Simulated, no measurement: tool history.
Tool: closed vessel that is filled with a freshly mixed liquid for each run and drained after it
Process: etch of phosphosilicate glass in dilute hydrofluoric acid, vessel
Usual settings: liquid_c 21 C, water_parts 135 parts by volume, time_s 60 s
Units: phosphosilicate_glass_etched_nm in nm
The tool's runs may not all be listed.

| run | hour | liquid_c | water_parts | time_s | read-back film thickness of the phosphosilicate glass reference wafer, read on the same gauge (nm) | phosphosilicate_glass_etched_nm |
|---|---|---|---|---|---|---|
| 1 | 0 | 21 | 135 | 60 | 69.99 | 79.69 |
| 2 | 57.6 | 24 | 190 | 60 | 69.99 | 60.75 |
| 3 | 102.6 | 24 | 190 | 60 | 69.98 | 61.26 |
| 4 | 147.5 | 24 | 190 | 60 | 69.98 | 60.94 |
|  | 183.4 | gauge calibrated |
| 5 | 184.3 | 21 | 135 | 60 | 70.03 | 81.86 |
| 6 | 214 | 20 | 150 | 60 | 69.99 | 68.56 |
| 7 | 241.2 | 20 | 150 | 60 | 70.02 | 70 |
| 8 | 308.2 | 20 | 150 | 60 | 70 | 69.99 |
| 9 | 376.2 | 21 | 135 | 60 | 70.03 | 80.98 |
|  | 411.4 | hydrofluoric acid flow meter replaced |
| 10 | 416.5 | 21 | 135 | 60 | 69.99 | 77.48 |
|  | 476.7 | thermometer replaced |
| 11 | 484.3 | 21 | 135 | 60 | 70.01 | 77.37 |
| 12 | 592.1 | 21 | 135 | 60 | 69.99 | 76.34 |
| 13 | 648.9 | 21 | 135 | 60 | 70.02 | 77.61 |
| 14 | 709.2 | 21 | 190 | 60 | 70.02 | 52.74 |
| 15 | 763.1 | 23.5 | 175 | 60 | 69.97 | 64.39 |
|  | 800.5 | gauge calibrated |
| 16 | 820.5 | 17 | 200 | 45 | 70.01 | 31.88 |
| 17 | 891.7 | 21 | 135 | 80 | 69.98 | 105.89 |
| 18 | 929.7 | 17 | 95 | 90 | 70 | 149.67 |
| 19 | 989.6 | 24 | 75 | 60 | 69.98 | 172.48 |
| 20 | 1033.1 | 20 | 150 | 60 | 70.02 | 68.35 |
| 21 | 1077.3 | 21 | 160 | 75 | 69.95 | 82.61 |
| 22 | 1109.4 | 18.5 | 80 | 40 | 69.96 | 87.15 |

4 ways to go on from here, each from the tool as it stands after run 22. What would each give?
| A | 1110.1 | 22.5 | 135 | 60 | ? | ? |
| B | 1110.1 | 18.5 | 135 | 50 | ? | ? |
| C | 1110.1 | 18.5 | 135 | 30 | ? | ? |
| D | 1110.1 | 17 | 155 | 35 | ? | ? |

| run | read-back film thickness of the phosphosilicate glass reference wafer, read on the same gauge (nm) | phosphosilicate_glass_etched_nm |
|---|---|---|
| A | 69.98 | 85.2 |
| B | 69.98 | 60.47 |
| C | 69.98 | 36.28 |
| D | 69.98 | 34.01 |
Without the tool's hidden state the same runs would have given:
| run | phosphosilicate_glass_etched_nm |
|---|---|
| A | 80.64 |
| B | 57.27 |
| C | 34.36 |
| D | 32.2 |
